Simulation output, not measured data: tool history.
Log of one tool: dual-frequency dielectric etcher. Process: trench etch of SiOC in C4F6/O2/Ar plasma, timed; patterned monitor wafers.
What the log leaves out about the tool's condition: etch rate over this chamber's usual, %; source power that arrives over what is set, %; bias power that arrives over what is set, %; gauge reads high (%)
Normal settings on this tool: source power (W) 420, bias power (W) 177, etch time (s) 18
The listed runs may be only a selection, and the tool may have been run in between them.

| run | day | source power (W) | bias power (W) | etch time (s) | wafers since the last listed run | hours since the last wet clean | hours since the last source power generator calibration | hours since the last bias power generator calibration | hours since the last upper electrode change | hours since the gauge calibration | read-back reference wafer on the same gauge, depth_nm | mean etch depth across the wafer (angstrom) |
|---|---|---|---|---|---|---|---|---|---|---|---|---|
| 1 | 0 | 420 | 206 | 18 | 0 | 63.2 | 3250.9 | 4165.3 | 3477.2 | 1046.2 | 42.96 | 428.9 |
| 2 | 2.417 | 420 | 177 | 19 | 474 | 121.2 | 3308.9 | 4223.3 | 3535.2 | 1104.2 | 42.84 | 438.4 |
| 3 | 3.742 | 420 | 177 | 19 | 259 | 153 | 3340.7 | 4255.1 | 3567 | 1136 | 42.8 | 435.5 |
| 4 | 5.412 | 420 | 177 | 18 | 327 | 193.1 | 3380.8 | 4295.2 | 3607.1 | 1176.1 | 42.83 | 413.1 |
| 5 | 7.625 | 420 | 177 | 18 | 434 | 246.2 | 3433.9 | 4348.3 | 3660.2 | 1229.2 | 42.59 | 414.4 |
| 6 | 9.083 | 420 | 177 | 18 | 286 | 281.2 | 3468.9 | 4383.3 | 3695.2 | 1264.2 | 42.61 | 413.1 |
| 7 | 11.654 | 370 | 177 | 18 | 504 | 342.9 | 3530.6 | 4445 | 3756.9 | 1325.9 | 42.55 | 389.8 |
|  | 13.471 | upper electrode replaced |
| 8 | 14.142 | 370 | 177 | 18 | 291 | 402.6 | 3590.3 | 4504.7 | 16.1 | 1385.6 | 42.38 | 386.9 |
| 9 | 15.188 | 420 | 177 | 18 | 205 | 427.7 | 3615.4 | 4529.8 | 41.2 | 1410.7 | 42.38 | 413 |
|  | 16.962 | source power generator calibrated |
| 10 | 17.317 | 420 | 197 | 18 | 385 | 478.8 | 8.5 | 4580.9 | 92.3 | 1461.8 | 42.3 | 421.3 |
|  | 18.346 | bias power generator calibrated |
|  | 20.171 | wet clean of the chamber |
| 11 | 20.292 | 420 | 197 | 18 | 354 | 2.9 | 79.9 | 46.7 | 163.7 | 1533.2 | 42.15 | 421.4 |
| 12 | 22.579 | 420 | 177 | 18 | 448 | 57.8 | 134.8 | 101.6 | 218.6 | 1588.1 | 42.08 | 413.1 |
|  | 23.375 | gauge calibrated |
| 13 | 26.4 | 420 | 210 | 18 | 749 | 149.5 | 226.5 | 193.3 | 310.3 | 72.6 | 43.39 | 438.4 |
| 14 | 27.75 | 420 | 177 | 21 | 264 | 181.9 | 258.9 | 225.7 | 342.7 | 105 | 43.41 | 492.9 |
| 15 | 29.338 | 380 | 140 | 21 | 311 | 220 | 297 | 263.8 | 380.8 | 143.1 | 43.42 | 441.2 |
| 16 | 32.242 | 500 | 194 | 23 | 569 | 289.7 | 366.7 | 333.5 | 450.5 | 212.8 | 43.36 | 595.6 |
| 17 | 35.992 | 420 | 213 | 18 | 735 | 379.7 | 456.7 | 423.5 | 540.5 | 302.8 | 43.35 | 442 |
| 18 | 38.538 | 350 | 177 | 22.5 | 499 | 440.8 | 517.8 | 484.6 | 601.6 | 363.9 | 43.34 | 478 |
| 19 | 40.062 | 420 | 220 | 15 | 299 | 477.4 | 554.4 | 521.2 | 638.2 | 400.5 | 43.26 | 369.6 |
|  | 46.279 | wet clean of the chamber |
| 20 | 48.067 | 420 | 177 | 13 | 1374 | 42.9 | 746.5 | 713.3 | 830.3 | 592.6 | 43.13 | 301.3 |
| 21 | 50.612 | 420 | 177 | 18 | 499 | 104 | 807.6 | 774.4 | 891.4 | 653.7 | 43.17 | 416.7 |
| 22 | 51.742 | 420 | 177 | 18 | 221 | 131.1 | 834.7 | 801.5 | 918.5 | 680.8 | 43 | 414.7 |
| 23 | 53.925 | 500 | 177 | 18 | 428 | 183.5 | 887.1 | 853.9 | 970.9 | 733.2 | 43.03 | 456 |
| 24 | 55.421 | 450 | 188 | 14.5 | 293 | 219.4 | 923 | 889.8 | 1006.8 | 769.1 | 43.03 | 353.6 |
| 25 | 56.629 | 420 | 177 | 18 | 237 | 248.4 | 952 | 918.8 | 1035.8 | 798.1 | 43.03 | 417.3 |
| 26 | 58.921 | 480 | 154 | 13.5 | 449 | 303.4 | 1007 | 973.8 | 1090.8 | 853.1 | 42.94 | 323.8 |
| 27 | 60.575 | 420 | 216 | 16 | 324 | 343.1 | 1046.7 | 1013.5 | 1130.5 | 892.8 | 42.91 | 388.4 |
| 28 | 61.654 | 420 | 189 | 18 | 211 | 369 | 1072.6 | 1039.4 | 1156.4 | 918.7 | 42.88 | 425.6 |
| 29 | 63.333 | 420 | 210 | 18 | 329 | 409.3 | 1112.9 | 1079.7 | 1196.7 | 959 | 42.84 | 437 |

Same runs, no hidden state in the tool, same run-to-run variation:
| run | mean etch depth across the wafer (angstrom) |
|---|---|
| 1 | 433.6 |
| 2 | 444 |
| 3 | 441.5 |
| 4 | 419.4 |
| 5 | 421.5 |
| 6 | 420.8 |
| 7 | 397.9 |
| 8 | 395.9 |
| 9 | 423 |
| 10 | 432.5 |
| 11 | 434 |
| 12 | 426.5 |
| 13 | 438.3 |
| 14 | 492.8 |
| 15 | 441.2 |
| 16 | 595.8 |
| 17 | 442.5 |
| 18 | 478.7 |
| 19 | 370.3 |
| 20 | 302.7 |
| 21 | 419.2 |
| 22 | 417.4 |
| 23 | 459.4 |
| 24 | 356.5 |
| 25 | 421 |
| 26 | 327.1 |
| 27 | 392.8 |
| 28 | 430.7 |
| 29 | 442.7 |
